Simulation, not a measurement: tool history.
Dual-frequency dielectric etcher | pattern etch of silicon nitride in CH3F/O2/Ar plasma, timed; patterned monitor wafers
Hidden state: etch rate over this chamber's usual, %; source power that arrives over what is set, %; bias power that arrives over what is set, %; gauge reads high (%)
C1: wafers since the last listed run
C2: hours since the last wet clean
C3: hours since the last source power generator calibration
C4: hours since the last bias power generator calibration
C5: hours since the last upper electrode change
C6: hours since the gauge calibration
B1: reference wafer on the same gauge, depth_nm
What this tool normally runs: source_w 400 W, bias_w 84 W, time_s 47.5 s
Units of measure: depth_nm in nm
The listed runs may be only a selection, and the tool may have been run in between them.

run 1 day=0 | source_w=400 bias_w=84 time_s=47.5 | C1=0 C2=294 C3=5019.3 C4=2926.1 C5=2033.1 C6=26 | B1=34.41 | depth_nm=36.27
run 2 day=0.704 | source_w=400 bias_w=84 time_s=47.5 | C1=205 C2=310.9 C3=5036.2 C4=2943 C5=2050 C6=42.9 | B1=34.41 | depth_nm=36.41
run 3 day=1.904 | source_w=400 bias_w=84 time_s=47.5 | C1=349 C2=339.7 C3=5065 C4=2971.8 C5=2078.8 C6=71.7 | B1=34.41 | depth_nm=36.44
run 4 day=2.704 | source_w=400 bias_w=84 time_s=47.5 | C1=233 C2=358.9 C3=5084.2 C4=2991 C5=2098 C6=90.9 | B1=34.39 | depth_nm=36.48
run 5 day=4.154 | source_w=400 bias_w=84 time_s=47.5 | C1=422 C2=393.7 C3=5119 C4=3025.8 C5=2132.8 C6=125.7 | B1=34.41 | depth_nm=36.52
run 6 day=4.938 | source_w=400 bias_w=84 time_s=47.5 | C1=228 C2=412.5 C3=5137.8 C4=3044.6 C5=2151.6 C6=144.5 | B1=34.39 | depth_nm=36.57
run 7 day=5.542 | source_w=400 bias_w=84 time_s=47.5 | C1=176 C2=427 C3=5152.3 C4=3059.1 C5=2166.1 C6=159 | B1=34.41 | depth_nm=36.55
run 8 day=6.162 | source_w=400 bias_w=84 time_s=47.5 | C1=180 C2=441.9 C3=5167.2 C4=3074 C5=2181 C6=173.9 | B1=34.39 | depth_nm=36.6
run 9 day=7.242 | source_w=400 bias_w=84 time_s=47.5 | C1=314 C2=467.8 C3=5193.1 C4=3099.9 C5=2206.9 C6=199.8 | B1=34.4 | depth_nm=36.73
-- day=8.625 source power generator calibrated
run 10 day=8.646 | source_w=380 bias_w=79 time_s=47.5 | C1=360 C2=501.5 C3=0.5 C4=3133.6 C5=2240.6 C6=233.5 | B1=34.4 | depth_nm=35.47
-- day=10.4 wet clean of the chamber
-- day=11.083 upper electrode replaced
run 11 day=11.104 | source_w=400 bias_w=84 time_s=39.5 | C1=225 C2=16.9 C3=59.5 C4=3192.6 C5=0.5 C6=292.5 | B1=34.4 | depth_nm=29.77
run 12 day=11.121 | source_w=320 bias_w=68 time_s=53.5 | C1=4 C2=17.3 C3=59.9 C4=3193 C5=0.9 C6=292.9 | B1=34.4 | depth_nm=35.15
run 13 day=11.9 | source_w=350 bias_w=90 time_s=34 | C1=227 C2=36 C3=78.6 C4=3211.7 C5=19.6 C6=311.6 | B1=34.41 | depth_nm=25.16
run 14 day=12.725 | source_w=400 bias_w=64 time_s=42.5 | C1=240 C2=55.8 C3=98.4 C4=3231.5 C5=39.4 C6=331.4 | B1=34.42 | depth_nm=29.75
-- day=13.592 gauge calibrated
-- day=14.025 bias power generator calibrated
run 15 day=14.046 | source_w=450 bias_w=73 time_s=56.5 | C1=336 C2=87.5 C3=130.1 C4=0.5 C5=71.1 C6=10.9 | B1=34.42 | depth_nm=42.86
run 16 day=14.571 | source_w=400 bias_w=84 time_s=42 | C1=152 C2=100.1 C3=142.7 C4=13.1 C5=83.7 C6=23.5 | B1=34.4 | depth_nm=31.93
run 17 day=15.317 | source_w=380 bias_w=79 time_s=47.5 | C1=217 C2=118 C3=160.6 C4=31 C5=101.6 C6=41.4 | B1=34.4 | depth_nm=34.76
run 18 day=16.483 | source_w=400 bias_w=84 time_s=47.5 | C1=339 C2=146 C3=188.6 C4=59 C5=129.6 C6=69.4 | B1=34.4 | depth_nm=36.3
run 19 day=17.438 | source_w=480 bias_w=97 time_s=47.5 | C1=278 C2=168.9 C3=211.5 C4=81.9 C5=152.5 C6=92.3 | B1=34.39 | depth_nm=40.31
run 20 day=17.962 | source_w=360 bias_w=84 time_s=60 | C1=152 C2=181.5 C3=224.1 C4=94.5 C5=165.1 C6=104.9 | B1=34.41 | depth_nm=44.17
run 21 day=18.808 | source_w=400 bias_w=104 time_s=39.5 | C1=246 C2=201.8 C3=244.4 C4=114.8 C5=185.4 C6=125.2 | B1=34.41 | depth_nm=32.31

Hidden state or all else? Some run-to-run changes of depth_nm, split into what the settings, what came in and random variation would give without the hidden state, and what is left for the hidden state (with any gauge scatter that isn't in both results):
Run 2 -> 3: no setting changed, nothing entered. depth_nm +0.03 nm: hidden state +0.06, all else -0.03.
Run 10 -> 11: source_w 380 -> 400, bias_w 79 -> 84, time_s 47.5 -> 39.5, wet clean of the chamber, upper electrode replaced. depth_nm -5.7 nm: hidden state -0.62, all else -5.08.
Run 14 -> 15: source_w 400 -> 450, bias_w 64 -> 73, time_s 42.5 -> 56.5, gauge calibrated, bias power generator calibrated. depth_nm +13.11 nm: hidden state +0.06, all else +13.05.
Run 20 -> 21: source_w 360 -> 400, bias_w 84 -> 104, time_s 60 -> 39.5. depth_nm -11.86 nm: hidden state -0.05, all else -11.81.
